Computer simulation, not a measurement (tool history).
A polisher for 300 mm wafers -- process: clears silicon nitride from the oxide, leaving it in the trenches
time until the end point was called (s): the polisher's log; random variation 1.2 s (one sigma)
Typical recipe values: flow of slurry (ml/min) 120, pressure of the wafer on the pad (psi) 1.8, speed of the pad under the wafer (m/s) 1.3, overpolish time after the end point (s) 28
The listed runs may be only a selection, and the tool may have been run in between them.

run    hour  flow of slurry (ml/min)  pressure of the wafer on the pad (psi)  speed of the pad under the wafer (m/s)  overpolish time after the end point (s)  wafers since the last listed run  wafers polished on this pad  hours since the slurry nozzle was cleaned  hours since the head pressure was calibrated  incoming thickness of the incoming film, nm  time until the end point was called (s)
  1       0                      135                                     1.8                                     1.3                                       28                                 0                          635                                      497.8                                        1081.1                                         54.7                                     72.1
  2      22                      135                                     1.8                                     1.3                                       28                               143                          779                                      519.8                                        1103.1                                         55.5                                     71.7
  3    49.4                      120                                     1.5                                     1.3                                       28                               179                          958                                      547.2                                        1130.5                                         55.9                                     87.8
  4    62.1                      120                                     1.5                                     1.3                                       28                                83                         1041                                      559.9                                        1143.2                                         54.6                                     82.5
  5    80.7                      120                                     1.5                                     1.3                                       28                               121                         1163                                      578.5                                        1161.8                                         55.4                                     85.8
  6   114.9                      120                                     1.8                                     1.3                                       28                               223                         1386                                      612.7                                          1196                                         54.3                                     73.2
      130.9  -- worn pad replaced by a new one
  7     145                      120                                     1.8                                     1.3                                       28                               170                           92                                      642.8                                        1226.1                                           56                                     74.6
  8   176.1                      120                                     1.8                                     1.3                                       28                               203                          295                                      673.9                                        1257.2                                           56                                     73.6
  9   200.9                      110                                     1.8                                     1.3                                       28                               162                          457                                      698.7                                          1282                                           56                                       74
 10   216.4                      110                                     1.8                                     1.3                                       28                               101                          559                                      714.2                                        1297.5                                         55.1                                     75.8
 11   238.4                      120                                     1.8                                    1.46                                       28                               143                          702                                      736.2                                        1319.5                                         55.3                                     68.3
 12   271.9                      120                                     1.8                                     1.3                                       28                               219                          921                                      769.7                                          1353                                         54.9                                     74.2
 13     303                      120                                     1.8                                     1.3                                       28                               203                         1125                                      800.8                                        1384.1                                         55.5                                     74.6
 14   332.5                      120                                     1.8                                     1.4                                       28                               192                         1318                                      830.3                                        1413.6                                         54.9                                     71.2
      346.8  -- worn pad replaced by a new one
 15   368.1                      120                                     1.8                                     1.4                                       28                               206                          139                                      865.9                                        1449.2                                         55.2                                     71.4
 16     396                      120                                     1.8                                     1.3                                       39                               182                          321                                      893.8                                        1477.1                                         54.2                                     71.5
      405.5  -- head pressure recalibrated
 17   423.3                      120                                     1.8                                     1.3                                       39                               165                          487                                      921.1                                          17.8                                         55.3                                       73
 18   449.1                      120                                     1.8                                     1.3                                       39                               168                          656                                      946.9                                          43.6                                         55.4                                     72.9
 19     514                      120                                     1.8                                     1.3                                       45                               424                         1080                                     1011.8                                         108.5                                         54.3                                     73.5
      523.2  -- slurry nozzle cleaned
      523.5  -- worn pad replaced by a new one
 20   548.5                      120                                     1.8                                     1.3                                       28                               217                          163                                       25.3                                           143                                         55.7                                     74.1
 21   602.4                      120                                     1.8                                    1.46                                       28                               352                          516                                       79.2                                         196.9                                         54.7                                     66.8
 22   632.7                      130                                       2                                     1.3                                       19                               198                          714                                      109.5                                         227.2                                         54.7                                     66.5
 23   659.1                      120                                     1.4                                    1.58                                       28                               172                          886                                      135.9                                         253.6                                         54.6                                     73.7
      708.3  -- worn pad replaced by a new one
 24   747.2                      120                                     1.8                                     1.3                                       28                               549                          254                                        224                                         341.7                                         54.4                                     73.8
 25   761.9                       85                                     1.8                                     1.3                                       28                                96                          350                                      238.7                                         356.4                                         53.9                                     75.9
 26   778.2                      145                                     2.1                                    1.58                                       28                               106                          456                                        255                                         372.7                                         55.1                                     55.2
 27   797.6                      135                                     1.6                                    1.76                                       42                               126                          583                                      274.4                                         392.1                                         55.3                                       62
 28   832.4                      130                                       2                                     1.3                                       19                               227                          811                                      309.2                                         426.9                                         55.4                                     67.9
 29   862.9                      120                                     1.8                                     1.3                                       28                               199                         1010                                      339.7                                         457.4                                         54.8                                     73.9
 30   878.7                      120                                     1.8                                     1.3                                       39                               103                         1114                                      355.5                                         473.2                                         55.6                                     72.2
      894.2  -- worn pad replaced by a new one
 31   898.9                      130                                     1.8                                     1.3                                       13                               105                           30                                      375.7                                         493.4                                         54.6                                     71.7
 32   921.3                      155                                     1.5                                    1.54                                       11                               146                          177                                      398.1                                         515.8                                         53.9                                     68.5
 33   942.3                      140                                     1.8                                     0.9                                       28                               137                          314                                      419.1                                         536.8                                         55.7                                     96.1
 34   972.6                       85                                     1.4                                    1.76                                       28                               198                          512                                      449.4                                         567.1                                         54.9                                     69.9
 35     999                      120                                     1.8                                     1.3                                       28                               172                          685                                      475.8                                         593.5                                         55.9                                     74.3
 36  1014.6                      105                                     1.8                                    1.12                                       28                               102                          787                                      491.4                                         609.1                                         55.4                                     83.1
 37  1027.9                      155                                     1.8                                     1.3                                       15                                86                          874                                      504.7                                         622.4                                           54                                       71

For each run, what was the tool's unlogged condition?
removal rate lost through wear of the pad, %: 0 at every run
slurry flow missing at the pad, %: 0 at every run
deviation of the head's pressure from its setpoint, %: 0 at every run
